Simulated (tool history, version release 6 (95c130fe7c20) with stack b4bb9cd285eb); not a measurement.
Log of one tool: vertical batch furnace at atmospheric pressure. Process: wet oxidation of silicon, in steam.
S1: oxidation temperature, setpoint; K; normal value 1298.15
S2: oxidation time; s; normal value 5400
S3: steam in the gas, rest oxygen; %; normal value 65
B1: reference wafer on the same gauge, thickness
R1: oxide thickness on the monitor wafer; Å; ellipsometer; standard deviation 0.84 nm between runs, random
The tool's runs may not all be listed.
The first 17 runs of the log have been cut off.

run,hour,S1,S2,S3,B1,R1
# hour 318.5: steam generator serviced
18,319,1278.15,7650,72,426.04,5496.4
19,324.5,1279.15,6990,65,426.14,4889
20,331.1,1298.15,3810,76,426.06,4113.1
21,345.7,1275.15,6690,54,426,4089.6
22,366.5,1306.15,7560,77,426.08,6636.9
23,381.6,1298.15,5400,65,425.99,4645.8
24,406,1290.15,4680,65,425.99,4013
25,428,1277.15,5400,56,426.14,3662.4
26,446.9,1308.15,6270,76,425.99,5914.3
27,461.9,1298.15,5400,65,426.07,4641.7
28,480.6,1298.15,3540,65,426.17,3506.9
29,503.7,1283.15,3870,73,425.98,3648.8
30,512.2,1311.15,2730,70,425.91,3384.5
31,531.6,1309.15,5400,65,425.82,4919.6

The next listed run, before its measurement:
32,539.7,1275.15,6690,54,?,?

B1: 426.03
R1: 4047.4 Å
Take away the tool's hidden state, keep the run-to-run variation as it was, and the same run would have given R1 4106.8 Å.
